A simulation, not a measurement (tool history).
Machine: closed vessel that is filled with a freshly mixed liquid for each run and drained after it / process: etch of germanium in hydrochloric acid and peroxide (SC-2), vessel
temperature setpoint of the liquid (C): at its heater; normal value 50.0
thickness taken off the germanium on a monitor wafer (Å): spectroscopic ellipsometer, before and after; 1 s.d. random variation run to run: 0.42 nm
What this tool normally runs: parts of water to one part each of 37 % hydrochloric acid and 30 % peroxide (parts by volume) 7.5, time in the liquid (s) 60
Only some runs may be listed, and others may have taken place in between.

run	hour	temperature setpoint of the liquid (C)	parts of water to one part each of 37 % hydrochloric acid and 30 % peroxide (parts by volume)	time in the liquid (s)	wafers since the last listed run	hours since the thermometer was replaced	hours since the chemicals flow meter was replaced	hours since the drum of peroxide was connected	hours since the gauge calibration	read-back film thickness of the germanium reference wafer, read on the same gauge (nm)	thickness taken off the germanium on a monitor wafer (Å)
1	0.0	50.0	7.5	60	0	861.1	953.3	425.7	385.4	140.02	2069.3
2	33.1	50.0	7.5	60	4304	894.2	986.4	458.8	418.5	139.95	2065.3
3	53.6	50.0	7.5	60	2666	914.7	1006.9	479.3	439.0	140.00	2064.4
4	70.2	50.0	7.5	40	2158	931.3	1023.5	495.9	455.6	139.99	1374.5
5	84.8	50.0	7.5	60	1898	945.9	1038.1	510.5	470.2	140.00	2061.3
6	99.5	50.0	7.5	60	1911	960.6	1052.8	525.2	484.9	139.97	2053.9
7	129.3	50.0	7.5	60	3875	990.4	1082.6	555.0	514.7	140.06	2052.8
8	150.4	50.0	7.5	60	2744	1011.5	1103.7	576.1	535.8	140.01	2061.4
9	169.4	50.0	7.5	60	2471	1030.5	1122.7	595.1	554.8	140.04	2058.4
10	184.1	50.0	7.5	60	1911	1045.2	1137.4	609.8	569.5	140.00	2061.1
11	207.6	50.0	7.5	60	3056	1068.7	1160.9	633.3	593.0	140.02	2051.7
12	242.9	50.0	7.5	60	4590	1104.0	1196.2	668.6	628.3	139.99	2052.0
13	260.8	53.5	7.5	60	2327	1121.9	1214.1	686.5	646.2	139.95	2296.9
# hour 263.0: gauge calibrated
14	284.3	53.5	7.5	60	3056	1145.4	1237.6	710.0	21.3	140.00	2293.5
15	296.8	50.0	7.5	60	1625	1157.9	1250.1	722.5	33.8	140.00	2060.3
16	329.4	46.5	4.5	45	4239	1190.5	1282.7	755.1	66.4	139.99	1402.2
# hour 335.2: new drum of peroxide connected
17	362.6	60.0	6.0	30	4187	1223.7	1315.9	27.4	99.6	139.99	1420.8
18	381.2	50.0	7.5	60	2418	1242.3	1334.5	46.0	118.2	139.99	2060.6
# hour 396.1: chemicals flow meter replaced
19	405.9	47.0	10.0	50	3082	1267.0	9.8	70.7	142.9	139.95	1529.4
20	435.1	50.0	7.5	60	3797	1296.2	39.0	99.9	172.1	140.00	2050.9
# hour 440.6: thermometer replaced
21	454.6	43.5	7.5	60	2405	14.0	58.5	119.4	191.6	139.97	1703.5
22	472.3	50.0	7.5	60	2301	31.7	76.2	137.1	209.3	140.00	2099.2
23	507.0	40.5	11.0	90	4512	66.4	110.9	171.8	244.0	140.01	2245.9
24	522.7	40.0	10.5	30	2041	82.1	126.6	187.5	259.7	139.98	741.1
25	546.6	46.0	4.0	50	3108	106.0	150.5	211.4	283.6	140.05	1569.3
26	576.5	50.0	7.5	60	3888	135.9	180.4	241.3	313.5	140.00	2096.9
27	592.9	50.0	7.5	60	2132	152.3	196.8	257.7	329.9	140.00	2100.6
28	618.1	50.0	7.5	60	3277	177.5	222.0	282.9	355.1	140.03	2106.2
29	645.8	42.0	7.5	40	3602	205.2	249.7	310.6	382.8	140.02	1077.6
30	687.0	58.0	9.5	60	5358	246.4	290.9	351.8	424.0	140.00	2625.9
31	704.5	44.5	11.0	50	2275	263.9	308.4	369.3	441.5	140.06	1416.7

Predict each of these 3 candidate next runs independently; none follows another, all start after run 31:
A	705.2	50.0	4.5	60	91	264.6	309.1	370.0	442.2	?	?
B	705.2	54.5	9.5	45	91	264.6	309.1	370.0	442.2	?	?
C	705.2	50.0	4.5	45	91	264.6	309.1	370.0	442.2	?	?

run	read-back film thickness of the germanium reference wafer, read on the same gauge (nm)	thickness taken off the germanium on a monitor wafer (Å)
A	140.01	2125.2
B	140.01	1762.7
C	140.01	1593.9
Without the tool's unlogged condition, the same runs would have read:
run	thickness taken off the germanium on a monitor wafer (Å)
A	2144.9
B	1783.4
C	1608.7
